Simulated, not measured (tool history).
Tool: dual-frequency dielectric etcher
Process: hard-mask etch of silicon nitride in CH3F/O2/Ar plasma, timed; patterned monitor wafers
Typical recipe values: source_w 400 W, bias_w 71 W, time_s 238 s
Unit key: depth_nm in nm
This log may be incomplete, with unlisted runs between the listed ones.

run,hour,source_w,bias_w,time_s,"read-back reference wafer on the same gauge, depth_nm",depth_nm
1,0,440,71,238,153,156.2
2,16,440,71,238,153,155.3
3,24.3,400,71,238,153,151.6
4,38.9,400,71,238,152.9,150.8
5,55.2,400,78,209.5,153.1,138.6
6,68.7,400,78,209.5,152.9,138.7
7,83.6,500,87,238,153.2,177.2
8,97.9,400,78,209.5,153.1,137.7
9,126,310,62,302.5,152.9,165.7
# hour 140: bias power generator calibrated
10,140.5,360,76,300.5,153,189.5
11,150.2,340,79,238,153,149.4
# hour 168.5: source power generator calibrated
12,169,370,84,304.5,152.9,201.5
13,180.1,490,81,268.5,153,192
14,198,400,71,181,153.1,114.6
15,209.7,400,77,238,153,154.7
16,218.4,400,71,238,153,149.7
# hour 231.8: gauge calibrated
# hour 253.2: wet clean of the chamber
17,253.7,400,71,238,153.2,154
18,277,350,71,267,153,164.7
19,293.5,400,71,238,153.2,153.7
20,310.9,350,71,238,153,148
21,317.4,400,85,260,153,181.2
22,331.5,400,54,238,153,137
23,348.9,400,71,238,153.1,153.7
24,364.8,400,65,238,152.9,148.4
25,378.8,400,71,238,153,153.4
26,395.4,370,56,280.5,153,159.6
27,405.5,470,71,238,153,161.4
28,411.5,310,71,238,152.7,141.2
29,424.8,400,71,301,152.9,193.2

Consider 5 possible next runs. They are alternatives, not a sequence: every one starts from the tool as it was left by run 29. What does each give?
A,425.3,400,71,238,?,?
B,425.3,400,71,271,?,?
C,425.3,400,79,184.5,?,?
D,425.3,400,71,216,?,?
E,425.3,400,78,238,?,?

run,"read-back reference wafer on the same gauge, depth_nm",depth_nm
A,152.9,153.2
B,152.9,174.5
C,152.9,124.3
D,152.9,139.1
E,152.9,159.4
Without the tool's unlogged condition, the same runs would have read:
run,depth_nm
A,154.2
B,175.6
C,125.1
D,140
E,160.5
